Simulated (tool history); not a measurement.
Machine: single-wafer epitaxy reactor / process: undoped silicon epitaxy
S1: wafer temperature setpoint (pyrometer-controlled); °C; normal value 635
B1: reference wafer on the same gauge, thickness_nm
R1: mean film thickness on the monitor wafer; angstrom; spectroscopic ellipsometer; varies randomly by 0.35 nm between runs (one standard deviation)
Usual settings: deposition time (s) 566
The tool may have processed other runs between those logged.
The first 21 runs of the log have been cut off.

Run 22, hour 288.8: usual settings but S1 649 °C, deposition time (s) 641; B1 62.479. Result: R1 938.31 angstrom.
Run 23, hour 297.9: usual settings but deposition time (s) 594; B1 62.471. Result: R1 657.51 angstrom.
Run 24, hour 309.1: usual settings but S1 648 °C, deposition time (s) 636; B1 62.339. Result: R1 919.46 angstrom.
Run 25, hour 326.3: usual settings but S1 631 °C; B1 62.463. Result: R1 583.91 angstrom.
Run 26, hour 335.2: usual settings; B1 62.437. Result: R1 627.79 angstrom.
Run 27, hour 347.9: usual settings but S1 631 °C, deposition time (s) 489; B1 62.452. Result: R1 503.67 angstrom.
At hour 374.3: pyrometer calibrated.
Run 28, hour 384.4: usual settings but S1 647 °C, deposition time (s) 631; B1 62.396. Result: R1 886.85 angstrom.
Run 29, hour 408.5: usual settings; B1 62.462. Result: R1 635.72 angstrom.
Run 30, hour 422.0: usual settings; B1 62.355. Result: R1 629.07 angstrom.
Run 31, hour 441.2: usual settings but S1 640 °C; B1 62.457. Result: R1 693.21 angstrom.
Run 32, hour 454.2: usual settings but deposition time (s) 537; B1 62.441. Result: R1 597.76 angstrom.
Run 33, hour 461.2: usual settings but S1 625 °C, deposition time (s) 464; B1 62.255. Result: R1 424.55 angstrom.
Run 34, hour 473.9: usual settings; B1 62.346. Result: R1 635.23 angstrom.
Run 35, hour 488.3: usual settings but deposition time (s) 458; B1 62.503. Result: R1 511.13 angstrom.
Run 36, hour 496.0: usual settings but S1 648 °C, deposition time (s) 457; B1 62.395. Result: R1 656.62 angstrom.
Run 37, hour 510.8: usual settings but S1 643 °C, deposition time (s) 483; B1 62.507. Result: R1 635.34 angstrom.
Run 38, hour 522.1: usual settings but deposition time (s) 499; B1 62.371. Result: R1 552.96 angstrom.
At hour 536.8: gauge calibrated.
Run 39, hour 538.7: usual settings but S1 620 °C, deposition time (s) 605; B1 62.334. Result: R1 500.86 angstrom.

Predict each of these 5 candidate next runs independently; none follows another, all start after run 39:
Run A, hour 539.3: usual settings but S1 647 °C; B1 ?. Result: R1 ?.
Run B, hour 539.3: usual settings but S1 624 °C, deposition time (s) 472; B1 ?. Result: R1 ?.
Run C, hour 539.3: usual settings but S1 624 °C, deposition time (s) 497; B1 ?. Result: R1 ?.
Run D, hour 539.3: usual settings but S1 629 °C, deposition time (s) 506; B1 ?. Result: R1 ?.
Run E, hour 539.3: usual settings but S1 649 °C, deposition time (s) 462; B1 ?. Result: R1 ?.

run      B1      R1
  A  62.450  799.80
  B  62.450  423.04
  C  62.450  445.44
  D  62.450  501.56
  E  62.450  678.57
Had the tool no hidden state, the same runs would have come out as:
run      R1
  A  799.80
  B  423.04
  C  445.44
  D  501.56
  E  678.57

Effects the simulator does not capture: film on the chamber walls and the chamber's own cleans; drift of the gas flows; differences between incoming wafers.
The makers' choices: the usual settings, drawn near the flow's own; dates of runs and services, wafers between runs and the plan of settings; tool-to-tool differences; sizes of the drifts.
